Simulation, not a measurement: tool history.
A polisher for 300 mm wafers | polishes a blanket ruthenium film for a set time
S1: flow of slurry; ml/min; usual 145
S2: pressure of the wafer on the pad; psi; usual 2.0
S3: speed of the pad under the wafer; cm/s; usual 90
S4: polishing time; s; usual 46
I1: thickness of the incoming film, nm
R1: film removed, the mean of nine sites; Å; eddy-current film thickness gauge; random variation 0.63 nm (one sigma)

run 1 hour=0.0 | S1=145 S2=2.0 S3=90 S4=46 | I1=563.1 | R1=484
run 2 hour=16.3 | S1=145 S2=2.0 S3=90 S4=46 | I1=572.1 | R1=501
run 3 hour=31.6 | S1=145 S2=2.0 S3=90 S4=46 | I1=559.5 | R1=489
run 4 hour=47.3 | S1=145 S2=2.2 S3=90 S4=46 | I1=557.7 | R1=546
run 5 hour=60.8 | S1=170 S2=2.0 S3=90 S4=46 | I1=565.7 | R1=518
run 6 hour=69.8 | S1=170 S2=2.0 S3=90 S4=46 | I1=559.6 | R1=504
run 7 hour=77.2 | S1=145 S2=2.0 S3=90 S4=46 | I1=568.3 | R1=497
run 8 hour=87.6 | S1=145 S2=1.7 S3=90 S4=42 | I1=548.8 | R1=392
run 9 hour=96.5 | S1=145 S2=1.7 S3=90 S4=42 | I1=561.7 | R1=383
run 10 hour=112.4 | S1=145 S2=2.0 S3=90 S4=46 | I1=552.1 | R1=512
run 11 hour=162.1 | S1=145 S2=2.0 S3=90 S4=46 | I1=564.1 | R1=502
run 12 hour=194.4 | S1=145 S2=2.0 S3=90 S4=46 | I1=561.4 | R1=495
run 13 hour=205.1 | S1=145 S2=2.0 S3=90 S4=46 | I1=558.5 | R1=504
run 14 hour=214.2 | S1=145 S2=2.0 S3=90 S4=46 | I1=565.6 | R1=509
run 15 hour=237.5 | S1=145 S2=2.0 S3=90 S4=37 | I1=568.5 | R1=409
run 16 hour=248.6 | S1=145 S2=2.0 S3=70 S4=46 | I1=559.6 | R1=421
run 17 hour=265.7 | S1=145 S2=2.0 S3=70 S4=46 | I1=561.2 | R1=420
run 18 hour=274.1 | S1=145 S2=2.0 S3=90 S4=46 | I1=562.9 | R1=497
run 19 hour=280.6 | S1=145 S2=2.0 S3=90 S4=46 | I1=559.0 | R1=505
run 20 hour=329.9 | S1=145 S2=2.6 S3=90 S4=46 | I1=553.8 | R1=648
run 21 hour=340.2 | S1=180 S2=2.0 S3=90 S4=46 | I1=565.8 | R1=507
run 22 hour=354.8 | S1=160 S2=1.4 S3=68 S4=42 | I1=559.7 | R1=266
run 23 hour=363.9 | S1=95 S2=2.7 S3=64 S4=46 | I1=562.2 | R1=507
run 24 hour=380.6 | S1=145 S2=2.0 S3=90 S4=46 | I1=560.9 | R1=496
run 25 hour=397.3 | S1=110 S2=2.6 S3=100 S4=46 | I1=559.7 | R1=675
run 26 hour=403.7 | S1=145 S2=2.0 S3=90 S4=46 | I1=551.4 | R1=500
run 27 hour=421.0 | S1=100 S2=1.3 S3=80 S4=62 | I1=555.3 | R1=385
run 28 hour=434.0 | S1=190 S2=2.0 S3=72 S4=46 | I1=558.1 | R1=450
run 29 hour=451.5 | S1=125 S2=2.2 S3=116 S4=46 | I1=562.5 | R1=650
run 30 hour=457.9 | S1=145 S2=2.0 S3=66 S4=46 | I1=551.9 | R1=407
run 31 hour=475.5 | S1=185 S2=1.6 S3=118 S4=33 | I1=558.1 | R1=360
run 32 hour=488.9 | S1=130 S2=2.5 S3=90 S4=46 | I1=559.6 | R1=626
run 33 hour=495.1 | S1=120 S2=2.0 S3=106 S4=46 | I1=566.9 | R1=541
run 34 hour=504.3 | S1=145 S2=2.0 S3=90 S4=46 | I1=562.5 | R1=494
run 35 hour=513.7 | S1=145 S2=2.0 S3=90 S4=46 | I1=560.1 | R1=493
run 36 hour=527.0 | S1=145 S2=2.6 S3=90 S4=46 | I1=557.6 | R1=643

Not shown: 7 entries that the log had between the listed runs. Between which runs, and how does the tool's hidden state differ before and after?
Between runs 3 and 4: worn pad replaced by a new one (hour 40.8)
  no hidden state differs between the two runs
Between runs 10 and 11: worn pad replaced by a new one (hour 156.0)
  no hidden state differs between the two runs
Between runs 14 and 15: slurry nozzle cleaned (hour 237.0)
  no hidden state differs between the two runs
Between runs 16 and 17: worn pad replaced by a new one (hour 260.8)
  no hidden state differs between the two runs
Between runs 23 and 24: worn pad replaced by a new one (hour 380.0)
  no hidden state differs between the two runs
Between runs 26 and 27: head pressure recalibrated (hour 412.4)
  no hidden state differs between the two runs
Between runs 30 and 31: worn pad replaced by a new one (hour 472.1)
  no hidden state differs between the two runs
